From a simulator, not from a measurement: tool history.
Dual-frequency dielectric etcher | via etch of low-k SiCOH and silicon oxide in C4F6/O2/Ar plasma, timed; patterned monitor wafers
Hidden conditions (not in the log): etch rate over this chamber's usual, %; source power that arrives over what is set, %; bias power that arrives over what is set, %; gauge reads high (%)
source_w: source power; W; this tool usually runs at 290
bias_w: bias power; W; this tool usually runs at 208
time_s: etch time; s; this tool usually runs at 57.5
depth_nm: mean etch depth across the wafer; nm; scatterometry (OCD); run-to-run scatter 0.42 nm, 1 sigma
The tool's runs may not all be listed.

| run | day | source_w | bias_w | time_s | wafers since the last listed run | hours since the last wet clean | hours since the last source power generator calibration | hours since the last bias power generator calibration | hours since the last upper electrode change | hours since the gauge calibration | read-back reference wafer on the same gauge, depth_nm | depth_nm |
|---|---|---|---|---|---|---|---|---|---|---|---|---|
| 1 | 0.000 | 290 | 208 | 57.5 | 0 | 371.0 | 3308.9 | 1409.5 | 4285.9 | 136.8 | 138.9 | 132.5 |
| 2 | 1.833 | 290 | 208 | 57.5 | 513 | 415.0 | 3352.9 | 1453.5 | 4329.9 | 180.8 | 138.9 | 131.7 |
| 3 | 4.962 | 290 | 208 | 57.5 | 876 | 490.1 | 3428.0 | 1528.6 | 4405.0 | 255.9 | 138.9 | 131.1 |
| 4 | 8.771 | 290 | 208 | 49.0 | 1066 | 581.5 | 3519.4 | 1620.0 | 4496.4 | 347.3 | 139.1 | 110.7 |
|  | 9.929 | wet clean of the chamber |
| 5 | 10.346 | 290 | 208 | 49.0 | 160 | 10.0 | 3557.2 | 1657.8 | 4534.2 | 385.1 | 138.9 | 114.7 |
| 6 | 14.175 | 290 | 169 | 57.5 | 1072 | 101.9 | 3649.1 | 1749.7 | 4626.1 | 477.0 | 139.1 | 123.5 |
| 7 | 16.658 | 290 | 169 | 57.5 | 695 | 161.5 | 3708.7 | 1809.3 | 4685.7 | 536.6 | 138.9 | 122.8 |
| 8 | 18.250 | 290 | 169 | 57.5 | 445 | 199.7 | 3746.9 | 1847.5 | 4723.9 | 574.8 | 139.1 | 123.5 |
| 9 | 20.029 | 260 | 187 | 68.0 | 498 | 242.4 | 3789.6 | 1890.2 | 4766.6 | 617.5 | 139.0 | 144.6 |
|  | 21.675 | source power generator calibrated |
| 10 | 22.392 | 290 | 208 | 57.5 | 614 | 299.1 | 17.2 | 1946.9 | 4823.3 | 674.2 | 139.1 | 131.4 |
|  | 24.700 | upper electrode replaced |
| 11 | 24.796 | 230 | 236 | 51.0 | 393 | 356.8 | 74.9 | 2004.6 | 2.3 | 731.9 | 138.7 | 112.7 |
|  | 27.675 | bias power generator calibrated |
| 12 | 28.612 | 290 | 208 | 52.0 | 1021 | 448.4 | 166.5 | 22.5 | 93.9 | 823.5 | 139.1 | 118.6 |
|  | 30.996 | gauge calibrated |
| 13 | 31.250 | 290 | 208 | 57.5 | 738 | 511.7 | 229.8 | 85.8 | 157.2 | 6.1 | 138.8 | 130.9 |
| 14 | 34.000 | 290 | 235 | 66.0 | 769 | 577.7 | 295.8 | 151.8 | 223.2 | 72.1 | 138.9 | 156.0 |
|  | 37.604 | wet clean of the chamber |
| 15 | 37.625 | 240 | 182 | 74.0 | 734 | 0.5 | 382.8 | 238.8 | 310.2 | 159.1 | 139.0 | 152.7 |
| 16 | 47.033 | 290 | 208 | 57.5 | 2634 | 226.3 | 608.6 | 464.6 | 536.0 | 384.9 | 138.9 | 132.9 |

What will run 17 give?
| 17 | 51.421 | 290 | 164 | 43.5 | 1228 | 331.6 | 713.9 | 569.9 | 641.3 | 490.2 | ? | ? |

For run 17 the tool returned read-back reference wafer on the same gauge, depth_nm 139.1, depth_nm 90.9 nm.
Minus the tool's unlogged condition, the same run would have read depth_nm 92.7 nm.
